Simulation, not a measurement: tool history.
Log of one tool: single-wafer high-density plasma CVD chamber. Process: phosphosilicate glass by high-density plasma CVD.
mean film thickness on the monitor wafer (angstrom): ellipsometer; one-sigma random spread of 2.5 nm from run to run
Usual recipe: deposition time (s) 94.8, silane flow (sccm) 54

| run | hour | deposition time (s) | silane flow (sccm) | read-back reference wafer on the same gauge, thickness_nm | mean film thickness on the monitor wafer (angstrom) |
|---|---|---|---|---|---|
| 1 | 0.0 | 94.8 | 54 | 584.377 | 5062.62 |
| 2 | 42.1 | 103.4 | 54 | 584.810 | 5569.39 |
|  | 77.5 | gauge calibrated |
| 3 | 94.5 | 103.4 | 54 | 583.042 | 5536.11 |
| 4 | 143.2 | 103.4 | 54 | 584.294 | 5503.62 |
| 5 | 185.2 | 94.8 | 63 | 583.448 | 5960.49 |
| 6 | 245.5 | 94.8 | 54 | 584.805 | 5047.96 |
| 7 | 276.8 | 94.8 | 54 | 583.708 | 5025.06 |
| 8 | 458.5 | 100.7 | 54 | 583.327 | 5334.26 |
|  | 487.5 | silane flow controller replaced |
| 9 | 526.0 | 83.3 | 46 | 583.179 | 4026.74 |
|  | 537.9 | gauge calibrated |
| 10 | 594.1 | 111.1 | 58 | 583.506 | 6704.42 |
| 11 | 640.6 | 94.8 | 59 | 582.365 | 5810.41 |
| 12 | 674.6 | 94.8 | 54 | 583.659 | 5351.49 |
| 13 | 699.6 | 105.0 | 50 | 582.629 | 5476.33 |
| 14 | 734.3 | 89.6 | 54 | 583.776 | 5059.26 |
| 15 | 772.6 | 94.8 | 54 | 585.005 | 5298.69 |

Below are 3 alternative next runs, each starting from the tool's condition after run 15. Predict each:
| A | 773.0 | 94.8 | 54 | ? | ? |
| B | 773.0 | 105.1 | 57 | ? | ? |
| C | 773.0 | 100.9 | 45 | ? | ? |

| run | read-back reference wafer on the same gauge, thickness_nm | mean film thickness on the monitor wafer (angstrom) |
|---|---|---|
| A | 583.776 | 5341.72 |
| B | 583.776 | 6251.10 |
| C | 583.776 | 4737.86 |
What these runs would have given with no unlogged condition in the tool:
| run | mean film thickness on the monitor wafer (angstrom) |
|---|---|
| A | 5401.02 |
| B | 6320.50 |
| C | 4790.46 |
